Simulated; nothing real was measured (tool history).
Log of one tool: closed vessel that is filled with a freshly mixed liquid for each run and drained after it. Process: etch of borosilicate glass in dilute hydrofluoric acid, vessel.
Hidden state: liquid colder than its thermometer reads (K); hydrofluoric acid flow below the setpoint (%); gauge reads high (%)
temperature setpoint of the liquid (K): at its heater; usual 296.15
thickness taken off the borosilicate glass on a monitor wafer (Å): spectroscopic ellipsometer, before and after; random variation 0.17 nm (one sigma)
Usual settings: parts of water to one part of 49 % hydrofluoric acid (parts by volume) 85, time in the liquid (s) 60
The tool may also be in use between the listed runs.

run,day,temperature setpoint of the liquid (K),parts of water to one part of 49 % hydrofluoric acid (parts by volume),time in the liquid (s),wafers since the last listed run,hours since the thermometer was replaced,hours since the hydrofluoric acid flow meter was replaced,hours since the gauge calibration,"read-back film thickness of the borosilicate glass reference wafer, read on the same gauge (nm)",thickness taken off the borosilicate glass on a monitor wafer (Å)
1,0,296.15,85,40,0,680.9,1488.5,405.2,30.02,119.5
2,0.508,296.15,85,40,1366,693.1,1500.7,417.4,29.98,120.9
3,1.004,296.15,85,60,1333,705,1512.6,429.3,29.99,182.7
4,1.608,297.65,85,60,1624,719.5,1527.1,443.8,29.98,195.8
5,2.146,296.15,65,75,1445,732.4,1540,456.7,30.01,307.1
6,2.754,296.15,65,75,1635,747,1554.6,471.3,30.02,298.6
7,3.479,294.65,85,60,1949,764.4,1572,488.7,30.02,172.1
8,3.883,294.65,85,60,1086,774.1,1581.7,498.4,30.01,170.1
# day 4.025: thermometer replaced
9,4.625,294.65,85,60,1882,14.4,1599.5,516.2,30.01,188.5
10,5.246,296.15,85,45,1669,29.3,1614.4,531.1,30.02,148.5
11,5.904,296.15,85,45,1770,45.1,1630.2,546.9,30.02,149.5
12,6.367,296.15,85,45,1243,56.2,1641.3,558,30.01,148.9
# day 6.704: hydrofluoric acid flow meter replaced
13,6.788,294.15,85,90,1019,66.3,2,568.1,29.97,270.9
14,7.529,296.15,105,60,1994,84.1,19.8,585.9,29.95,154.7
15,7.796,293.15,100,75,717,90.5,26.2,592.3,30.03,181.1
16,8.458,293.15,105,90,1781,106.4,42.1,608.2,30.02,204.3
# day 8.829: gauge calibrated
17,9.183,293.15,100,75,1949,123.8,59.5,8.5,29.99,182.8
18,9.904,296.15,95,60,1938,141.1,76.8,25.8,30,173.9
19,10.475,300.15,70,45,1535,154.8,90.5,39.5,30,217
20,11.142,296.15,85,60,1792,170.8,106.5,55.5,30.01,192.4
21,12.95,296.15,50,60,4862,214.2,149.9,98.9,30.01,345.1
22,13.354,296.15,85,40,1086,223.9,159.6,108.6,29.99,130.2
23,14.008,296.15,85,30,1759,239.6,175.3,124.3,30.05,97.1
24,14.338,293.15,115,85,885,247.5,183.2,132.2,29.99,173.9
25,14.662,291.15,70,85,873,255.3,191,140,30.01,272.1
26,15.058,296.15,85,60,1064,264.8,200.5,149.5,30,191.6
27,16.383,299.15,85,60,3563,296.6,232.3,181.3,29.98,216.9
28,17.212,300.15,125,30,2229,316.5,252.2,201.2,30.05,73.5
29,17.504,299.15,125,45,784,323.5,259.2,208.2,29.96,105.4
30,17.758,296.15,85,80,683,329.6,265.3,214.3,29.98,254
31,18.221,296.15,70,30,1243,340.7,276.4,225.4,30.01,116.4
32,18.679,296.15,60,85,1232,351.7,287.4,236.4,30,404

Hidden state at the last listed run before each entry between runs and at the first one after, where it differs:
Between runs 8 and 9: thermometer replaced (day 4.025)
  liquid colder than its thermometer reads (K): 2.45 -> 0.127
  measured less the result without the state, thickness taken off the borosilicate glass on a monitor wafer (Å): -18.2 -> -1
Between runs 12 and 13: hydrofluoric acid flow meter replaced (day 6.704)
  liquid colder than its thermometer reads (K): 0.243 -> 0.271
  measured less the result without the state, thickness taken off the borosilicate glass on a monitor wafer (Å): -1.5 -> -3.1
Between runs 16 and 17: gauge calibrated (day 8.829)
  liquid colder than its thermometer reads (K): 0.383 -> 0.431
  measured less the result without the state, thickness taken off the borosilicate glass on a monitor wafer (Å): -3.2 -> -3.2

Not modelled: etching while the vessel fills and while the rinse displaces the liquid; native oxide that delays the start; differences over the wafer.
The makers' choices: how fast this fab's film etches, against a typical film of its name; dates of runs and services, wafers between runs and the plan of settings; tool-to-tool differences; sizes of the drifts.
